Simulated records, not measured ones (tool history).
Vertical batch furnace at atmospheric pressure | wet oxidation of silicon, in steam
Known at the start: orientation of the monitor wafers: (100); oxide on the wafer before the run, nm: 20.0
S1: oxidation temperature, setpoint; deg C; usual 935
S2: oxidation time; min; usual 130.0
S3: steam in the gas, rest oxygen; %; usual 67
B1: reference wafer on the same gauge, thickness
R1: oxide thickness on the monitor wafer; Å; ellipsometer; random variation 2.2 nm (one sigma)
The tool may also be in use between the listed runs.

run    hour   S1     S2  S3      B1      R1
  1     0.0  935  130.0  67  354.50  3724.2
  2    45.2  935  130.0  67  353.41  3728.7
  3   114.3  935  130.0  67  353.99  3780.0
  4   192.6  923  130.0  67  354.20  3363.1
  5   247.6  923  130.0  67  353.70  3321.5
  6   333.7  923  130.0  67  354.05  3357.9
  7   432.8  935  130.0  67  353.92  3726.1
  8   504.5  935  130.0  67  353.60  3719.9
  9   563.3  935  130.0  67  354.17  3685.1
 10   609.4  935  130.0  67  353.76  3670.8
 11   647.8  935  130.0  67  354.67  3685.7
 12   701.5  926   86.5  67  354.12  2489.1
 13   799.8  935  110.0  55  354.65  2794.4
      845.6  -- steam generator serviced
 14   863.3  935  178.0  67  354.31  4904.8
 15   962.2  935  178.0  67  354.30  4967.3
     1000.6  -- thermocouples replaced and temperature profile calibrated
     1020.7  -- gauge calibrated
 16  1033.7  921  130.0  67  354.35  3287.7
 17  1111.6  916   96.0  75  353.98  2695.3
 18  1153.5  944  175.0  76  354.65  5454.6
 19  1236.3  935  130.0  67  354.67  3750.5
 20  1313.5  948  184.0  71  354.29  5539.4
 21  1352.4  935  130.0  67  353.61  3781.8
 22  1402.8  922  130.0  67  354.41  3359.9
 23  1441.0  935  130.0  67  354.08  3778.6

Hidden state or all else? Some run-to-run changes of R1, split into what the settings, what came in and random variation would give without the hidden state, and what is left for the hidden state (with any gauge scatter that isn't in both results):
The hidden state here: true tube temperature minus thermocouple reading, K; steam share off its setpoint, % of the setpoint; gauge reads high (%).
Run 13 -> 14: S2 110.0 -> 178.0, S3 55 -> 67, steam generator serviced. R1 +2110.4 Å: hidden state +259.6, all else +1850.8.
Run 15 -> 16: S1 935 -> 921, S2 178.0 -> 130.0, thermocouples replaced and temperature profile calibrated, gauge calibrated. R1 -1679.6 Å: hidden state -214.7, all else -1464.9.
Run 17 -> 18: S1 916 -> 944, S2 96.0 -> 175.0, S3 75 -> 76. R1 +2759.3 Å: hidden state -5.6, all else +2764.9.

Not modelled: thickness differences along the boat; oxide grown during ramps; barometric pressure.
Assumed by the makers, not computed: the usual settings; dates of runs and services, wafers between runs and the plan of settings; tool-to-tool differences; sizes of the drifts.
